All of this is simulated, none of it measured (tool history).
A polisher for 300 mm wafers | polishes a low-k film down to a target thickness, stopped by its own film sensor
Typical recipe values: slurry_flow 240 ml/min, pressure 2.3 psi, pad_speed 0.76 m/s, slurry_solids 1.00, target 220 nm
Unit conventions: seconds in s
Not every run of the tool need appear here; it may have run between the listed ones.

run	hour	slurry_flow	pressure	pad_speed	slurry_solids	target	incoming thickness of the incoming film, nm	seconds
1	0.0	240	2.3	0.76	1.00	220	245.9	65.4
2	35.2	240	2.3	0.76	1.00	220	250.7	78.7
3	76.5	240	2.3	0.76	1.00	220	248.7	73.4
4	139.8	240	2.3	0.76	1.00	220	249.8	76.1
5	164.2	240	2.3	0.76	1.00	220	248.0	71.5
# hour 203.6: head pressure recalibrated
6	213.6	240	2.3	0.76	0.85	220	250.7	91.6
# hour 233.5: conditioning disc replaced and pad reconditioned
7	253.7	240	2.3	0.76	1.00	220	250.1	77.2
# hour 280.8: worn pad replaced by a new one, of another model than before
8	324.7	240	2.3	0.76	1.00	220	245.2	65.2
# hour 335.8: slurry blender recalibrated
9	355.2	240	2.3	0.76	0.90	220	250.8	88.8
10	418.3	240	2.3	0.76	0.90	220	245.3	75.2
# hour 456.8: slurry nozzle cleaned
# hour 474.7: conditioning disc replaced and pad reconditioned
11	479.1	240	2.3	0.76	1.00	220	250.1	76.0
12	551.1	240	2.3	0.76	1.00	220	254.5	86.4
# hour 574.4: worn pad replaced by a new one
13	595.6	240	2.3	0.76	1.00	220	249.2	73.9
14	664.7	240	2.3	0.76	1.00	220	250.4	76.8
# hour 692.0: head pressure recalibrated
15	707.2	240	2.3	0.76	1.00	220	250.2	75.7
# hour 751.9: conditioning disc replaced and pad reconditioned
16	764.9	305	2.3	0.76	1.00	220	249.5	73.2
17	806.9	240	2.3	0.50	1.30	215	255.4	112.8
# hour 812.0: slurry blender recalibrated
# hour 823.0: worn pad replaced by a new one
18	832.0	285	2.0	0.84	1.10	220	251.1	72.9
19	881.4	240	2.9	0.92	1.00	214	253.6	82.0
20	925.5	240	1.8	0.76	0.75	220	249.6	116.3
21	978.2	195	1.5	0.76	0.75	220	254.4	148.9
# hour 981.9: conditioning disc replaced and pad reconditioned
# hour 1004.1: slurry nozzle cleaned
22	1018.5	240	2.3	0.76	1.00	220	252.3	80.7
23	1048.4	200	1.9	0.70	1.25	220	253.7	86.6
# hour 1075.4: worn pad replaced by a new one
24	1120.0	280	2.3	0.76	1.10	220	251.5	74.7
25	1183.1	240	2.3	0.76	1.00	224	254.0	76.9
# hour 1242.9: head pressure recalibrated
26	1243.4	240	2.3	1.00	1.00	220	249.9	64.7

What if the next run were any one of these 3? Each begins from the tool's condition after run 26:
A	1243.8	240	2.3	0.76	1.00	220	254.5	?
B	1243.8	280	2.3	0.94	1.00	224	254.5	?
C	1243.8	195	2.3	0.70	0.75	225	254.5	?

run	seconds
A	88.9
B	67.5
C	109.5
With the hidden condition removed and each run's random variation left untouched, the same runs would have given:
run	seconds
A	87.4
B	66.5
C	107.3
